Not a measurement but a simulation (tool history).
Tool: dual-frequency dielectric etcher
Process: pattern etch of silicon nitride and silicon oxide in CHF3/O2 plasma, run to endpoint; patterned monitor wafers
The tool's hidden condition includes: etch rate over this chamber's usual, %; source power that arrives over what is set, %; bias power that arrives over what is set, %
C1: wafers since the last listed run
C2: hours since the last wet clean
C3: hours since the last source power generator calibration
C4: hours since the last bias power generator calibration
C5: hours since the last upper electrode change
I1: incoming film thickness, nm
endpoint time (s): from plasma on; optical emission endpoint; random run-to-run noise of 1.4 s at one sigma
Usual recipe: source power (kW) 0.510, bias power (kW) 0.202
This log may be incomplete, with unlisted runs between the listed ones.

run 1 hour=0.0 | source_power_(kW)=0.510 bias_power_(kW)=0.202 | C1=0 C2=322.3 C3=2218.6 C4=617.1 C5=4505.9 | I1=233.2 | endpoint_time_(s)=151.9
-- hour=76.5 wet clean of the chamber
run 2 hour=77.0 | source_power_(kW)=0.510 bias_power_(kW)=0.175 | C1=373 C2=0.5 C3=2295.6 C4=694.1 C5=4582.9 | I1=234.5 | endpoint_time_(s)=162.4
run 3 hour=111.7 | source_power_(kW)=0.510 bias_power_(kW)=0.175 | C1=244 C2=35.2 C3=2330.3 C4=728.8 C5=4617.6 | I1=233.5 | endpoint_time_(s)=159.8
run 4 hour=204.2 | source_power_(kW)=0.570 bias_power_(kW)=0.202 | C1=651 C2=127.7 C3=2422.8 C4=821.3 C5=4710.1 | I1=235.0 | endpoint_time_(s)=146.6
run 5 hour=252.8 | source_power_(kW)=0.590 bias_power_(kW)=0.202 | C1=342 C2=176.3 C3=2471.4 C4=869.9 C5=4758.7 | I1=234.2 | endpoint_time_(s)=144.3
run 6 hour=360.5 | source_power_(kW)=0.510 bias_power_(kW)=0.202 | C1=758 C2=284.0 C3=2579.1 C4=977.6 C5=4866.4 | I1=235.4 | endpoint_time_(s)=151.6
run 7 hour=442.3 | source_power_(kW)=0.510 bias_power_(kW)=0.202 | C1=575 C2=365.8 C3=2660.9 C4=1059.4 C5=4948.2 | I1=234.8 | endpoint_time_(s)=149.9
run 8 hour=500.9 | source_power_(kW)=0.510 bias_power_(kW)=0.202 | C1=412 C2=424.4 C3=2719.5 C4=1118.0 C5=5006.8 | I1=232.9 | endpoint_time_(s)=149.5
-- hour=532.5 wet clean of the chamber
run 9 hour=536.9 | source_power_(kW)=0.510 bias_power_(kW)=0.202 | C1=84 C2=4.4 C3=2755.5 C4=1154.0 C5=5042.8 | I1=233.5 | endpoint_time_(s)=155.8
run 10 hour=607.8 | source_power_(kW)=0.510 bias_power_(kW)=0.202 | C1=499 C2=75.3 C3=2826.4 C4=1224.9 C5=5113.7 | I1=231.3 | endpoint_time_(s)=153.0
run 11 hour=651.8 | source_power_(kW)=0.510 bias_power_(kW)=0.220 | C1=309 C2=119.3 C3=2870.4 C4=1268.9 C5=5157.7 | I1=232.4 | endpoint_time_(s)=149.3
run 12 hour=734.4 | source_power_(kW)=0.510 bias_power_(kW)=0.220 | C1=581 C2=201.9 C3=2953.0 C4=1351.5 C5=5240.3 | I1=234.0 | endpoint_time_(s)=149.7
-- hour=799.1 upper electrode replaced
run 13 hour=823.3 | source_power_(kW)=0.510 bias_power_(kW)=0.220 | C1=456 C2=290.8 C3=3041.9 C4=1440.4 C5=24.2 | I1=234.2 | endpoint_time_(s)=147.3
run 14 hour=879.1 | source_power_(kW)=0.510 bias_power_(kW)=0.202 | C1=392 C2=346.6 C3=3097.7 C4=1496.2 C5=80.0 | I1=233.6 | endpoint_time_(s)=152.4
-- hour=919.6 wet clean of the chamber
run 15 hour=961.6 | source_power_(kW)=0.600 bias_power_(kW)=0.202 | C1=411 C2=42.0 C3=3180.2 C4=1578.7 C5=162.5 | I1=236.6 | endpoint_time_(s)=146.5
run 16 hour=1018.3 | source_power_(kW)=0.600 bias_power_(kW)=0.202 | C1=399 C2=98.7 C3=3236.9 C4=1635.4 C5=219.2 | I1=233.8 | endpoint_time_(s)=140.5
-- hour=1072.0 bias power generator calibrated
run 17 hour=1077.4 | source_power_(kW)=0.600 bias_power_(kW)=0.202 | C1=387 C2=157.8 C3=3296.0 C4=5.4 C5=278.3 | I1=235.7 | endpoint_time_(s)=142.1
run 18 hour=1136.6 | source_power_(kW)=0.620 bias_power_(kW)=0.202 | C1=416 C2=217.0 C3=3355.2 C4=64.6 C5=337.5 | I1=234.0 | endpoint_time_(s)=141.7
-- hour=1199.4 source power generator calibrated
run 19 hour=1223.6 | source_power_(kW)=0.510 bias_power_(kW)=0.202 | C1=584 C2=304.0 C3=24.2 C4=151.6 C5=424.5 | I1=234.8 | endpoint_time_(s)=154.7
run 20 hour=1265.8 | source_power_(kW)=0.630 bias_power_(kW)=0.202 | C1=297 C2=346.2 C3=66.4 C4=193.8 C5=466.7 | I1=235.1 | endpoint_time_(s)=136.8
run 21 hour=1315.7 | source_power_(kW)=0.600 bias_power_(kW)=0.175 | C1=351 C2=396.1 C3=116.3 C4=243.7 C5=516.6 | I1=231.0 | endpoint_time_(s)=145.1
-- hour=1347.2 wet clean of the chamber
run 22 hour=1390.3 | source_power_(kW)=0.510 bias_power_(kW)=0.182 | C1=356 C2=43.1 C3=190.9 C4=318.3 C5=591.2 | I1=232.4 | endpoint_time_(s)=160.9
run 23 hour=1430.4 | source_power_(kW)=0.510 bias_power_(kW)=0.175 | C1=282 C2=83.2 C3=231.0 C4=358.4 C5=631.3 | I1=233.4 | endpoint_time_(s)=165.8
run 24 hour=1484.0 | source_power_(kW)=0.580 bias_power_(kW)=0.155 | C1=377 C2=136.8 C3=284.6 C4=412.0 C5=684.9 | I1=230.2 | endpoint_time_(s)=159.2
run 25 hour=1546.2 | source_power_(kW)=0.510 bias_power_(kW)=0.165 | C1=437 C2=199.0 C3=346.8 C4=474.2 C5=747.1 | I1=233.5 | endpoint_time_(s)=163.0
run 26 hour=1598.4 | source_power_(kW)=0.510 bias_power_(kW)=0.202 | C1=367 C2=251.2 C3=399.0 C4=526.4 C5=799.3 | I1=234.7 | endpoint_time_(s)=152.2

Run 27 comes next. What will it give?
run 27 hour=1678.6 | source_power_(kW)=0.510 bias_power_(kW)=0.168 | C1=564 C2=331.4 C3=479.2 C4=606.6 C5=879.5 | I1=231.8 | endpoint_time_(s)=?

endpoint time (s): 160.0
With no hidden state in the tool, this same run would have given endpoint time (s) 164.4.

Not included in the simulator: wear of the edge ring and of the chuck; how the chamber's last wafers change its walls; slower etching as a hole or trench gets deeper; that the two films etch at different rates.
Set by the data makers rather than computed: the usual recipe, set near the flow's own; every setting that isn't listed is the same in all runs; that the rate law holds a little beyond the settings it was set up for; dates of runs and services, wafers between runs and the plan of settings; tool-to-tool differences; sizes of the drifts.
